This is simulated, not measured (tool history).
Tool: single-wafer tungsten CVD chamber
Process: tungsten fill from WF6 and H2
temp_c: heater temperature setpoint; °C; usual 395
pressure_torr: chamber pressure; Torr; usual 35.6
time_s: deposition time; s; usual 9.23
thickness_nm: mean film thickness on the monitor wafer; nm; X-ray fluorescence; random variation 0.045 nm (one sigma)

run,day,temp_c,pressure_torr,time_s,wafers since the last listed run,hours since the last thermocouple change,hours since the last manometer calibration,hours since the showerhead was replaced,hours since the gauge calibration,"read-back reference wafer on the same gauge, thickness_nm",thickness_nm
1,0.000,395,35.6,9.23,0,3144.4,2076.6,6050.7,61.9,26.091,32.368
2,0.362,395,35.6,9.23,375,3153.1,2085.3,6059.4,70.6,26.119,32.333
3,0.883,395,35.6,9.23,538,3165.6,2097.8,6071.9,83.1,26.110,32.442
4,1.312,395,35.6,9.23,443,3175.9,2108.1,6082.2,93.4,26.102,32.355
# day 2.238: thermocouple changed; heater temperature recalibrated
# day 2.317: showerhead replaced
# day 2.583: capacitance manometer re-zeroed and calibrated
5,2.604,395,35.6,9.23,634,8.8,0.5,6.9,124.4,26.089,28.722
6,2.617,395,35.6,9.23,12,9.1,0.8,7.2,124.7,26.099,28.744
7,2.950,395,35.6,8.38,344,17.1,8.8,15.2,132.7,26.091,26.136
8,3.683,395,35.6,9.23,758,34.7,26.4,32.8,150.3,26.100,28.885
9,4.071,405,39.9,10.57,400,44.0,35.7,42.1,159.6,26.107,42.545
10,4.725,395,43.0,8.12,676,59.7,51.4,57.8,175.3,26.105,27.451
11,5.008,385,27.1,8.66,293,66.5,58.2,64.6,182.1,26.109,19.624
# day 5.362: gauge calibrated
12,5.504,395,30.8,10.98,512,78.4,70.1,76.5,3.4,26.091,32.605
13,5.921,400,35.6,10.64,431,88.4,80.1,86.5,13.4,26.116,37.292
14,6.462,391,33.1,7.83,560,101.4,93.1,99.5,26.4,26.097,22.064
15,6.771,395,35.6,9.23,318,108.8,100.5,106.9,33.8,26.102,29.124
16,7.083,401,35.6,9.23,323,116.3,108.0,114.4,41.3,26.098,33.033
17,7.392,395,35.6,9.23,318,123.7,115.4,121.8,48.7,26.100,29.144

Measured less the same run without the tool's hidden state. The same run-to-run variation is in both; the gauge's scatter may not be:
The hidden state here: wafer temperature above the value expected at the setpoint (K); true pressure above the setpoint (%); gauge reads high (%).
run,thickness_nm
1,+3.893
2,+3.890
3,+3.905
4,+3.896
5,+0.298
6,+0.299
7,+0.302
8,+0.403
9,+0.604
10,+0.475
11,+0.378
12,+0.644
13,+0.743
14,+0.508
15,+0.687
16,+0.766
17,+0.742
